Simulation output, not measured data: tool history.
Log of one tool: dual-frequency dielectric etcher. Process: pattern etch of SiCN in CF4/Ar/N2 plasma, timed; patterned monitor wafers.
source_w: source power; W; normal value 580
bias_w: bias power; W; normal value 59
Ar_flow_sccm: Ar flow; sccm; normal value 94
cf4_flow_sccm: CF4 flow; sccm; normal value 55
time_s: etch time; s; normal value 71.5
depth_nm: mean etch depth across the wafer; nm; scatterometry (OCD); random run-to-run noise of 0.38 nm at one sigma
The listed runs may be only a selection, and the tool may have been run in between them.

run   hour  source_w  bias_w  Ar_flow_sccm  cf4_flow_sccm  time_s  wafers since the last listed run  hours since the last wet clean  hours since the last source power generator calibration  hours since the last bias power generator calibration  hours since the last Ar flow controller change  hours since the last CF4 flow controller change  hours since the last upper electrode change  hours since the gauge calibration  read-back reference wafer on the same gauge, depth_nm  depth_nm
  1    0.0       610      59            94             55    71.5                                 0                           476.4                                                   1652.7                                                 3516.3                                          1540.9                                           4068.1                                       2292.8                              282.3                                                   71.6      75.3
  2   14.5       580      59            94             55    71.5                               125                           490.9                                                   1667.2                                                 3530.8                                          1555.4                                           4082.6                                       2307.3                              296.8                                                   71.4      71.9
  3   25.2       500      59            94             55    71.5                                92                           501.6                                                   1677.9                                                 3541.5                                          1566.1                                           4093.3                                       2318.0                              307.5                                                   71.6      62.1
      50.6  -- wet clean of the chamber
  4   51.1       500      59            94             55    71.5                                16                             0.5                                                   1703.8                                                 3567.4                                          1592.0                                           4119.2                                       2343.9                              333.4                                                   71.7      59.7
  5   51.4       580      59            94             55    71.5                                 2                             0.8                                                   1704.1                                                 3567.7                                          1592.3                                           4119.5                                       2344.2                              333.7                                                   71.8      68.8
  6   55.3       580      59            94             55    71.5                                33                             4.7                                                   1708.0                                                 3571.6                                          1596.2                                           4123.4                                       2348.1                              337.6                                                   71.3      68.9
      60.2  -- bias power generator calibrated
  7   68.6       580      59            94             55    71.5                                80                            18.0                                                   1721.3                                                    8.4                                          1609.5                                           4136.7                                       2361.4                              350.9                                                   71.8      68.4
      82.9  -- Ar flow controller replaced
      92.9  -- gauge calibrated
     100.3  -- upper electrode replaced
  8  100.8       580      49            94             55    71.5                                75                            50.2                                                   1753.5                                                   40.6                                            17.9                                           4168.9                                          0.5                                7.9                                                   71.8      65.2
  9  103.0       510      55            94             62    81.5                                19                            52.4                                                   1755.7                                                   42.8                                            20.1                                           4171.1                                          2.7                               10.1                                                   71.6      69.9
     117.1  -- CF4 flow controller replaced
 10  120.5       530      59            94             50    56.0                                99                            69.9                                                   1773.2                                                   60.3                                            37.6                                              3.4                                         20.2                               27.6                                                   71.7      48.5
 11  134.9       580      59            94             55    71.5                               124                            84.3                                                   1787.6                                                   74.7                                            52.0                                             17.8                                         34.6                               42.0                                                   71.4      69.3
     146.5  -- source power generator calibrated
 12  149.2       680      59           116             55    71.5                                88                            98.6                                                      2.7                                                   89.0                                            66.3                                             32.1                                         48.9                               56.3                                                   71.3      77.7
 13  163.7       530      59            94             50    56.0                               125                           113.1                                                     17.2                                                  103.5                                            80.8                                             46.6                                         63.4                               70.8                                                   71.6      49.3
 14  172.3       470      59            94             45    71.5                                74                           121.7                                                     25.8                                                  112.1                                            89.4                                             55.2                                         72.0                               79.4                                                   71.6      54.8
 15  184.3       580      63            94             55    71.5                               103                           133.7                                                     37.8                                                  124.1                                           101.4                                             67.2                                         84.0                               91.4                                                   71.6      70.9
 16  223.9       580      59            94             49    71.5                               342                           173.3                                                     77.4                                                  163.7                                           141.0                                            106.8                                        123.6                              131.0                                                   71.5      67.9
 17  241.0       580      59            94             55    71.5                               147                           190.4                                                     94.5                                                  180.8                                           158.1                                            123.9                                        140.7                              148.1                                                   71.7      70.4
 18  261.5       510      59            85             55    71.5                               177                           210.9                                                    115.0                                                  201.3                                           178.6                                            144.4                                        161.2                              168.6                                                   71.6      63.1
 19  271.0       580      69            75             55    55.0                                82                           220.4                                                    124.5                                                  210.8                                           188.1                                            153.9                                        170.7                              178.1                                                   71.6      59.1
 20  282.4       520      59           110             43    87.0                                98                           231.8                                                    135.9                                                  222.2                                           199.5                                            165.3                                        182.1                              189.5                                                   71.6      71.0

How would selected steps in depth_nm from run to run divide? Give the signed amount a tool lacking its hidden state would still show from settings, what came in and random variation, and the signed amount left for the hidden state, including any gauge scatter that is not in both of the compared results.
Hidden conditions of the tool in this case: etch rate over this chamber's usual, %; source power that arrives over what is set, %; bias power that arrives over what is set, %; Ar flow that arrives over what is set, %; CF4 flow that arrives over what is set, %; gauge reads high (%).
Run 2 -> 3: source_w 580 -> 500. depth_nm -9.8 nm: hidden state -0.5, all else -9.3.
Run 3 -> 4: wet clean of the chamber. depth_nm -2.4 nm: hidden state -2.6, all else +0.2.
Run 9 -> 10: source_w 510 -> 530, bias_w 55 -> 59, cf4_flow_sccm 62 -> 50, time_s 81.5 -> 56.0, CF4 flow controller replaced. depth_nm -21.4 nm: hidden state -0.1, all else -21.3.
Run 12 -> 13: source_w 680 -> 530, Ar_flow_sccm 116 -> 94, cf4_flow_sccm 55 -> 50, time_s 71.5 -> 56.0. depth_nm -28.4 nm: hidden state -0.2, all else -28.2.
